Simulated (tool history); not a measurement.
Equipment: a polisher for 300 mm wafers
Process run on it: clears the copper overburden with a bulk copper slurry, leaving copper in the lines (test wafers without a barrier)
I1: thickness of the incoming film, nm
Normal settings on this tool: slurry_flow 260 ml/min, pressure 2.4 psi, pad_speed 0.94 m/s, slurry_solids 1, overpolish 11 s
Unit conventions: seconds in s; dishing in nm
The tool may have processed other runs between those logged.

Run 1, hour 0: usual settings; I1 852.7. Result: seconds 110.7 s, dishing 50.8 nm.
Run 2, hour 22.8: usual settings; I1 841.1. Result: seconds 109.7 s, dishing 52.6 nm.
Run 3, hour 43.5: usual settings; I1 853.8. Result: seconds 113.6 s, dishing 50.6 nm.
Run 4, hour 76.1: usual settings; I1 856.8. Result: seconds 111.2 s, dishing 51.9 nm.
Run 5, hour 97.6: usual settings but slurry_flow 315 ml/min, slurry_solids 1.1; I1 840.6. Result: seconds 106.7 s, dishing 54.1 nm.
Run 6, hour 111.6: usual settings but overpolish 9 s; I1 845. Result: seconds 110 s, dishing 43.7 nm.
Run 7, hour 136.9: usual settings but overpolish 9 s; I1 837.4. Result: seconds 111.6 s, dishing 42.1 nm.
Run 8, hour 168.6: usual settings; I1 842.2. Result: seconds 111.6 s, dishing 51.9 nm.
Run 9, hour 196.6: usual settings but slurry_flow 290 ml/min, overpolish 14 s; I1 840.4. Result: seconds 109.5 s, dishing 61.8 nm.
At hour 220.5: slurry nozzle cleaned.
Run 10, hour 226: usual settings but pressure 1.8 psi, slurry_solids 1.3; I1 840.8. Result: seconds 138.1 s, dishing 42.6 nm.
At hour 239.8: worn pad replaced by a new one.
Run 11, hour 248.6: usual settings but slurry_solids 0.85; I1 834.4. Result: seconds 115.4 s, dishing 49.3 nm.
At hour 259.9: slurry blender recalibrated.
Run 12, hour 278.4: usual settings but slurry_solids 0.75; I1 846.6. Result: seconds 116.6 s, dishing 49.6 nm.
Run 13, hour 290.7: usual settings but slurry_flow 335 ml/min, pressure 2 psi, pad_speed 1.2 m/s, overpolish 5 s; I1 851.2. Result: seconds 101.2 s, dishing 27.8 nm.
Run 14, hour 317.1: usual settings but slurry_flow 235 ml/min, slurry_solids 1.25; I1 835.2. Result: seconds 109.2 s, dishing 50.4 nm.
Run 15, hour 339.1: usual settings but slurry_solids 0.8; I1 860.8. Result: seconds 119.4 s, dishing 48.4 nm.
Run 16, hour 359.6: usual settings; I1 860.3. Result: seconds 112.3 s, dishing 51.1 nm.
Run 17, hour 379.7: usual settings but slurry_solids 1.15, overpolish 6 s; I1 844.8. Result: seconds 112 s, dishing 30.8 nm.
Run 18, hour 395.8: usual settings but pressure 2.9 psi, pad_speed 1.18 m/s, slurry_solids 0.8; I1 848.3. Result: seconds 82.8 s, dishing 67.4 nm.
Run 19, hour 408.2: usual settings but pressure 1.7 psi, pad_speed 1.06 m/s, overpolish 13 s; I1 853.9. Result: seconds 136 s, dishing 48.7 nm.
Run 20, hour 422.3: usual settings; I1 838.3. Result: seconds 114.4 s, dishing 49.4 nm.
Run 21, hour 448.5: usual settings but slurry_flow 325 ml/min; I1 846.1. Result: seconds 118.5 s, dishing 50.2 nm.
At hour 482.4: head pressure recalibrated.
At hour 484.4: worn pad replaced by a new one.
Run 22, hour 484.9: usual settings but slurry_flow 210 ml/min, pad_speed 1.2 m/s; I1 844. Result: seconds 87.3 s, dishing 60.7 nm.
Run 23, hour 499.5: usual settings but slurry_flow 290 ml/min, pressure 2.7 psi; I1 846.2. Result: seconds 97.4 s, dishing 58 nm.
Run 24, hour 525.7: usual settings but pressure 2 psi, pad_speed 0.84 m/s, slurry_solids 0.8, overpolish 8 s; I1 855.6. Result: seconds 150.5 s, dishing 31.8 nm.
Run 25, hour 630.5: usual settings but slurry_flow 335 ml/min, pressure 2.9 psi, pad_speed 1.2 m/s, overpolish 7 s; I1 856.8. Result: seconds 73.2 s, dishing 53.3 nm.
At hour 668.2: slurry blender recalibrated.
Run 26, hour 676.5: usual settings but slurry_flow 225 ml/min, slurry_solids 0.85, overpolish 8 s; I1 841.9. Result: seconds 116.8 s, dishing 39.2 nm.
At hour 679.3: slurry nozzle cleaned.
At hour 691.4: worn pad replaced by a new one.
Run 27, hour 710: usual settings; I1 849.3. Result: seconds 110 s, dishing 52.8 nm.
Run 28, hour 725.6: usual settings but pressure 1.7 psi; I1 848.5. Result: seconds 148 s, dishing 40 nm.
Run 29, hour 750.5: usual settings; I1 843.6. Result: seconds 110.2 s, dishing 50.5 nm.

State the hidden condition of the tool at each of the runs:
removal rate lost through wear of the pad, %: 0 at every run
slurry flow missing at the pad, %: 0 at every run
abrasive missing from the slurry, %: 0 at every run
H1: deviation of the head's pressure from its setpoint, %
run      H1
  1   -1.96
  2   -1.98
  3   -2.03
  4   -2.15
  5   -2.26
  6   -2.35
  7   -2.54
  8   -2.82
  9   -3.12
 10   -3.49
 11    -3.8
 12   -4.26
 13   -4.46
 14   -4.93
 15   -5.35
 16   -5.76
 17   -6.19
 18   -6.55
 19   -6.84
 20   -7.18
 21   -7.84
 22   -0.21
 23  -0.219
 24  -0.264
 25  -0.839
 26   -1.29
 27   -1.69
 28    -1.9
 29   -2.27
